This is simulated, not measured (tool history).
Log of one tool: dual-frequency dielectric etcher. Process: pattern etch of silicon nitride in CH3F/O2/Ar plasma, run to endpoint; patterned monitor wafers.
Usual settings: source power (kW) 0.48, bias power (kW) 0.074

run  hour  source power (kW)  bias power (kW)  incoming incoming film thickness, nm  endpoint time (s)
  1     0               0.48            0.074                                 39.85               54.1
  2  10.8               0.43             0.08                                 39.65               54.7
  3  28.2               0.43             0.08                                 39.84               55.1
  4  37.8               0.48            0.074                                  39.3               53.5
     63.4  -- upper electrode replaced
  5  63.9               0.48            0.074                                 39.66                 54
  6  64.2               0.48            0.074                                  39.8               53.8
  7  65.2               0.53            0.074                                 39.25                 52
  8  77.8               0.48            0.074                                 39.74               54.1

The next listed run, before its measurement:
  9    91               0.45            0.074                                 39.61                  ?

endpoint time (s): 54.7
Without the tool's hidden state the same run would have given endpoint time (s) 54.7.
